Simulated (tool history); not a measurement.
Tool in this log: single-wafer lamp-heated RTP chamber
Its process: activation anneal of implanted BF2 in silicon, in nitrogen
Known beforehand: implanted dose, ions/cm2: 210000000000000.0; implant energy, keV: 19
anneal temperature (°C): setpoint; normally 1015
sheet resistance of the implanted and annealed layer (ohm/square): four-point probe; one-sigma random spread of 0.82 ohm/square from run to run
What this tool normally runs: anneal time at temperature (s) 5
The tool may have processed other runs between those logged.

run	hour	anneal temperature (°C)	anneal time at temperature (s)	read-back reference wafer on the same gauge, sheet resistance	sheet resistance of the implanted and annealed layer (ohm/square)
1	0.0	1015	5	533.27	539.82
2	32.8	1015	7	532.71	538.49
# hour 81.5: reflector plate cleaned
3	139.0	995	7	532.00	537.59
4	172.1	995	7	531.60	537.48
5	196.6	1036	5	532.04	540.28
# hour 208.1: pyrometer window cleaned and pyrometer calibrated
6	215.7	1015	5	531.28	537.12
7	248.7	1030	3	531.00	541.62
8	267.2	1015	5	530.39	537.71
9	305.3	1000	5	530.55	536.68
10	337.2	1000	5	530.14	533.31
11	352.7	1015	5	529.96	536.94
12	367.1	1015	5	529.84	537.65
13	395.2	1015	3	528.94	537.59
14	413.9	1004	3	528.99	534.40
# hour 438.0: pyrometer window cleaned and pyrometer calibrated
15	438.5	1015	5	529.19	535.73
16	469.9	1015	5	528.26	534.86
# hour 470.2: gauge calibrated
17	486.5	1038	7	536.61	545.98
18	501.8	990	4	536.82	543.94
19	536.9	1015	5	537.16	543.79
20	559.9	1026	5	537.01	545.64
21	593.2	996	6	536.95	543.15
22	613.8	1005	7	537.00	541.94
23	633.1	1006	3	536.99	542.58
# hour 667.5: pyrometer window cleaned and pyrometer calibrated
# hour 674.2: reflector plate cleaned
24	674.7	1004	3	537.01	542.70
25	700.7	1007	5	536.94	541.46
26	729.5	1015	6	536.80	544.23
27	752.7	1034	3	536.81	547.68
28	768.5	1015	4	536.73	542.86
29	788.1	1003	5	536.62	541.66
30	806.3	1015	5	536.55	544.13
31	827.7	1015	5	536.22	542.90
32	859.3	1033	6	536.51	546.05
33	893.3	1015	8	536.14	542.70
# hour 924.7: pyrometer window cleaned and pyrometer calibrated
34	925.2	987	4	536.69	542.34
35	938.0	1023	7	536.31	545.45
36	953.2	989	7	536.43	542.05

Selected run-to-run steps in sheet resistance of the implanted and annealed layer (ohm/square), each split into two signed amounts: the part the tool would show with no hidden state at all (from settings, incoming material and random variation), and the remainder, which goes to the hidden state together with any gauge scatter not common to the measured and the hidden-state-free results:
The tool's hidden condition here consists of: true wafer temperature minus pyrometer reading, K; wafer temperature error from the tarnished reflector plate, K; gauge reads high (%).
Run 2 -> 3: anneal temperature (°C) 1015 -> 995, reflector plate cleaned. sheet resistance of the implanted and annealed layer (ohm/square) -0.90: hidden state -0.93, all else +0.03.
Run 6 -> 7: anneal temperature (°C) 1015 -> 1030, anneal time at temperature (s) 5 -> 3. sheet resistance of the implanted and annealed layer (ohm/square) +4.50: hidden state -0.39, all else +4.89.
Run 8 -> 9: anneal temperature (°C) 1015 -> 1000. sheet resistance of the implanted and annealed layer (ohm/square) -1.03: hidden state -0.40, all else -0.63.
Run 16 -> 17: anneal temperature (°C) 1015 -> 1038, anneal time at temperature (s) 5 -> 7, gauge calibrated. sheet resistance of the implanted and annealed layer (ohm/square) +11.12: hidden state +8.83, all else +2.29.
Run 27 -> 28: anneal temperature (°C) 1034 -> 1015, anneal time at temperature (s) 3 -> 4. sheet resistance of the implanted and annealed layer (ohm/square) -4.82: hidden state -0.04, all else -4.78.
